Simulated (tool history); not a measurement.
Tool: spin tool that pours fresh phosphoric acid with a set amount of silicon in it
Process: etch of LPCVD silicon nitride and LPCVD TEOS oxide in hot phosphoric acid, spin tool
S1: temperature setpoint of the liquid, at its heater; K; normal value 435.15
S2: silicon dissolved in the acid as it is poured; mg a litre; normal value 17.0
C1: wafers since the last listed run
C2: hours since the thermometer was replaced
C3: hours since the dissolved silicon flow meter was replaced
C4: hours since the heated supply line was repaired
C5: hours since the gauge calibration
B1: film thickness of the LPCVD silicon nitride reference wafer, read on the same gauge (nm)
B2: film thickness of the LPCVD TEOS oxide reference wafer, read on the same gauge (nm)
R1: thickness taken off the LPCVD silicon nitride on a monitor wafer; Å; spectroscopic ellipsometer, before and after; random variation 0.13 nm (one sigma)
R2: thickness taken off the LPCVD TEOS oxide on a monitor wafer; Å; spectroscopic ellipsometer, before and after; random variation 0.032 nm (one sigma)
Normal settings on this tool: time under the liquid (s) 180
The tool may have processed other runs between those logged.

run 1 hour=0.0 | S1=435.15 S2=17.0 time_under_the_liquid_(s)=180 | C1=0 C2=2643.8 C3=1774.1 C4=1764.9 C5=176.7 | B1=139.99 B2=110.037 | R1=161.5 R2=3.32
run 2 hour=101.8 | S1=436.65 S2=17.0 time_under_the_liquid_(s)=180 | C1=756 C2=2745.6 C3=1875.9 C4=1866.7 C5=278.5 | B1=140.00 B2=110.042 | R1=167.5 R2=4.32
-- hour=116.1 gauge calibrated
run 3 hour=127.3 | S1=436.65 S2=17.0 time_under_the_liquid_(s)=180 | C1=189 C2=2771.1 C3=1901.4 C4=1892.2 C5=11.2 | B1=140.00 B2=110.036 | R1=166.3 R2=3.73
run 4 hour=141.7 | S1=433.65 S2=17.0 time_under_the_liquid_(s)=215 | C1=107 C2=2785.5 C3=1915.8 C4=1906.6 C5=25.6 | B1=139.98 B2=110.017 | R1=182.1 R2=4.08
run 5 hour=167.1 | S1=433.65 S2=17.0 time_under_the_liquid_(s)=215 | C1=188 C2=2810.9 C3=1941.2 C4=1932.0 C5=51.0 | B1=139.99 B2=109.973 | R1=181.5 R2=3.62
run 6 hour=196.3 | S1=435.15 S2=17.0 time_under_the_liquid_(s)=180 | C1=217 C2=2840.1 C3=1970.4 C4=1961.2 C5=80.2 | B1=140.04 B2=109.971 | R1=157.6 R2=3.01
run 7 hour=217.2 | S1=435.15 S2=17.0 time_under_the_liquid_(s)=180 | C1=155 C2=2861.0 C3=1991.3 C4=1982.1 C5=101.1 | B1=139.97 B2=110.041 | R1=159.0 R2=3.43
run 8 hour=247.6 | S1=432.15 S2=17.0 time_under_the_liquid_(s)=180 | C1=225 C2=2891.4 C3=2021.7 C4=2012.5 C5=131.5 | B1=139.98 B2=109.951 | R1=142.0 R2=2.75
run 9 hour=276.9 | S1=433.65 S2=8.5 time_under_the_liquid_(s)=180 | C1=217 C2=2920.7 C3=2051.0 C4=2041.8 C5=160.8 | B1=139.97 B2=109.989 | R1=148.6 R2=3.54
-- hour=309.4 heated supply line repaired
run 10 hour=310.5 | S1=435.15 S2=17.0 time_under_the_liquid_(s)=180 | C1=242 C2=2954.3 C3=2084.6 C4=1.1 C5=194.4 | B1=139.98 B2=109.987 | R1=185.1 R2=3.89
-- hour=329.9 thermometer replaced
run 11 hour=344.8 | S1=435.15 S2=17.0 time_under_the_liquid_(s)=180 | C1=247 C2=14.9 C3=2118.9 C4=35.4 C5=228.7 | B1=140.03 B2=109.945 | R1=184.9 R2=4.93
-- hour=361.9 gauge calibrated
-- hour=393.7 dissolved silicon flow meter replaced
run 12 hour=405.9 | S1=435.15 S2=17.0 time_under_the_liquid_(s)=180 | C1=446 C2=76.0 C3=12.2 C4=96.5 C5=44.0 | B1=140.01 B2=109.929 | R1=180.8 R2=5.12
run 13 hour=427.4 | S1=435.15 S2=11.5 time_under_the_liquid_(s)=290 | C1=159 C2=97.5 C3=33.7 C4=118.0 C5=65.5 | B1=139.98 B2=110.007 | R1=294.2 R2=9.01
run 14 hour=461.2 | S1=435.15 S2=17.0 time_under_the_liquid_(s)=125 | C1=251 C2=131.3 C3=67.5 C4=151.8 C5=99.3 | B1=140.02 B2=109.978 | R1=126.6 R2=3.31
run 15 hour=495.4 | S1=436.15 S2=30.0 time_under_the_liquid_(s)=145 | C1=254 C2=165.5 C3=101.7 C4=186.0 C5=133.5 | B1=139.99 B2=109.973 | R1=150.6 R2=2.48

What if the next run were any one of these 5? Each begins from the tool's condition after run 15:
run A hour=495.9 | S1=435.15 S2=17.0 time_under_the_liquid_(s)=180 | C1=3 C2=166.0 C3=102.2 C4=186.5 C5=134.0 | B1=? B2=? | R1=? R2=?
run B hour=495.9 | S1=434.15 S2=17.0 time_under_the_liquid_(s)=110 | C1=3 C2=166.0 C3=102.2 C4=186.5 C5=134.0 | B1=? B2=? | R1=? R2=?
run C hour=495.9 | S1=432.15 S2=20.5 time_under_the_liquid_(s)=70 | C1=3 C2=166.0 C3=102.2 C4=186.5 C5=134.0 | B1=? B2=? | R1=? R2=?
run D hour=495.9 | S1=433.15 S2=26.0 time_under_the_liquid_(s)=90 | C1=3 C2=166.0 C3=102.2 C4=186.5 C5=134.0 | B1=? B2=? | R1=? R2=?
run E hour=495.9 | S1=436.15 S2=17.0 time_under_the_liquid_(s)=240 | C1=3 C2=166.0 C3=102.2 C4=186.5 C5=134.0 | B1=? B2=? | R1=? R2=?

run=A B1=140.03 B2=110.013 R1=180.8 R2=4.56
run=B B1=140.03 B2=110.013 R1=106.8 R2=2.59
run=C B1=140.03 B2=110.013 R1=63.6 R2=1.29
run=D B1=140.03 B2=110.013 R1=84.5 R2=1.50
run=E B1=140.03 B2=110.013 R1=249.2 R2=6.54
Stripped of hidden state, with their random variation kept, the same runs would have yielded:
run=A R1=185.2 R2=4.81
run=B R1=109.5 R2=2.73
run=C R1=65.1 R2=1.36
run=D R1=86.6 R2=1.58
run=E R1=255.3 R2=6.90
